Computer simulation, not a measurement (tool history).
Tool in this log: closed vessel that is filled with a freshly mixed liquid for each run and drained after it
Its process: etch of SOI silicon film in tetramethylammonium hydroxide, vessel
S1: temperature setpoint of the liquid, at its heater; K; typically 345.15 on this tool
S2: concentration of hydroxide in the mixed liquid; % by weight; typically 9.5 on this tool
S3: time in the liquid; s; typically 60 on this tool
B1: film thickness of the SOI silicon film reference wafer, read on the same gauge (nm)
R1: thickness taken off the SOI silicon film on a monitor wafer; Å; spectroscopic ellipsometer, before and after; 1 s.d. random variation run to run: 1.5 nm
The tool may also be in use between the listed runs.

run 1 hour=0.0 | S1=345.15 S2=9.5 S3=60 | B1=149.99 | R1=3908.8
run 2 hour=16.2 | S1=345.15 S2=8.0 S3=60 | B1=150.03 | R1=4178.9
run 3 hour=22.3 | S1=345.15 S2=9.5 S3=60 | B1=150.03 | R1=3915.4
run 4 hour=35.0 | S1=345.15 S2=9.5 S3=60 | B1=149.99 | R1=3906.2
run 5 hour=48.1 | S1=345.15 S2=9.5 S3=45 | B1=149.98 | R1=2937.9
run 6 hour=63.9 | S1=345.15 S2=9.5 S3=45 | B1=150.02 | R1=2921.1
run 7 hour=77.4 | S1=345.15 S2=9.5 S3=45 | B1=149.95 | R1=2925.7
run 8 hour=83.7 | S1=345.15 S2=9.5 S3=60 | B1=150.01 | R1=3898.3
run 9 hour=101.4 | S1=345.15 S2=9.5 S3=60 | B1=150.03 | R1=3899.9
run 10 hour=108.7 | S1=349.15 S2=11.0 S3=60 | B1=150.05 | R1=4623.6
run 11 hour=126.6 | S1=345.15 S2=9.5 S3=60 | B1=150.00 | R1=3886.8
run 12 hour=140.3 | S1=345.15 S2=9.5 S3=80 | B1=150.00 | R1=5161.2
-- hour=145.9 gauge calibrated
run 13 hour=151.5 | S1=343.15 S2=9.5 S3=90 | B1=150.02 | R1=5188.5
run 14 hour=182.6 | S1=345.15 S2=9.5 S3=60 | B1=149.97 | R1=3901.2
-- hour=189.3 hydroxide flow meter replaced
run 15 hour=189.8 | S1=342.65 S2=12.0 S3=85 | B1=149.99 | R1=4507.8
run 16 hour=199.4 | S1=340.15 S2=11.0 S3=70 | B1=149.98 | R1=3343.4
run 17 hour=212.1 | S1=342.15 S2=10.5 S3=30 | B1=150.00 | R1=1631.9
run 18 hour=222.8 | S1=345.15 S2=9.5 S3=60 | B1=150.02 | R1=4017.1
run 19 hour=231.4 | S1=340.65 S2=9.5 S3=90 | B1=150.01 | R1=4630.1
run 20 hour=248.0 | S1=352.15 S2=7.5 S3=60 | B1=150.00 | R1=6528.9
run 21 hour=254.8 | S1=338.15 S2=12.0 S3=60 | B1=149.99 | R1=2432.7
run 22 hour=261.3 | S1=345.15 S2=9.5 S3=60 | B1=150.00 | R1=4043.6
run 23 hour=278.8 | S1=345.15 S2=11.0 S3=60 | B1=150.03 | R1=3825.8
-- hour=281.4 thermometer replaced
run 24 hour=287.1 | S1=345.15 S2=9.5 S3=80 | B1=149.99 | R1=5478.3
run 25 hour=300.0 | S1=345.15 S2=9.5 S3=60 | B1=150.04 | R1=4098.1
run 26 hour=317.5 | S1=345.15 S2=9.5 S3=60 | B1=150.04 | R1=4127.1
run 27 hour=335.3 | S1=345.15 S2=9.5 S3=60 | B1=150.01 | R1=4122.8
run 28 hour=349.0 | S1=345.15 S2=9.5 S3=60 | B1=149.95 | R1=4110.6
run 29 hour=365.2 | S1=352.15 S2=12.0 S3=60 | B1=150.03 | R1=5637.6
run 30 hour=379.1 | S1=337.65 S2=11.0 S3=60 | B1=149.98 | R1=2494.8
run 31 hour=385.9 | S1=345.15 S2=9.5 S3=60 | B1=149.97 | R1=4091.2
run 32 hour=395.4 | S1=345.15 S2=10.5 S3=60 | B1=150.03 | R1=3953.6
run 33 hour=410.1 | S1=345.15 S2=8.5 S3=60 | B1=150.01 | R1=4265.3

State the hidden condition of the tool at each of the runs:
gauge reads high (%): 0 on each run
H1: liquid colder than its thermometer reads (K)
H2: hydroxide flow above the setpoint (%)
run=1 H1=0.5 H2=12.8
run=2 H1=0.51 H2=13
run=3 H1=0.514 H2=13
run=4 H1=0.521 H2=13.1
run=5 H1=0.529 H2=13.2
run=6 H1=0.539 H2=13.4
run=7 H1=0.547 H2=13.5
run=8 H1=0.551 H2=13.6
run=9 H1=0.562 H2=13.7
run=10 H1=0.567 H2=13.8
run=11 H1=0.578 H2=14
run=12 H1=0.586 H2=14.1
run=13 H1=0.593 H2=14.2
run=14 H1=0.612 H2=14.5
run=15 H1=0.616 H2=1.98
run=16 H1=0.622 H2=2.07
run=17 H1=0.63 H2=2.19
run=18 H1=0.637 H2=2.29
run=19 H1=0.642 H2=2.36
run=20 H1=0.652 H2=2.52
run=21 H1=0.656 H2=2.58
run=22 H1=0.66 H2=2.64
run=23 H1=0.671 H2=2.8
run=24 H1=0.176 H2=2.87
run=25 H1=0.184 H2=2.99
run=26 H1=0.194 H2=3.15
run=27 H1=0.205 H2=3.32
run=28 H1=0.214 H2=3.44
run=29 H1=0.224 H2=3.59
run=30 H1=0.232 H2=3.72
run=31 H1=0.236 H2=3.78
run=32 H1=0.242 H2=3.87
run=33 H1=0.251 H2=4
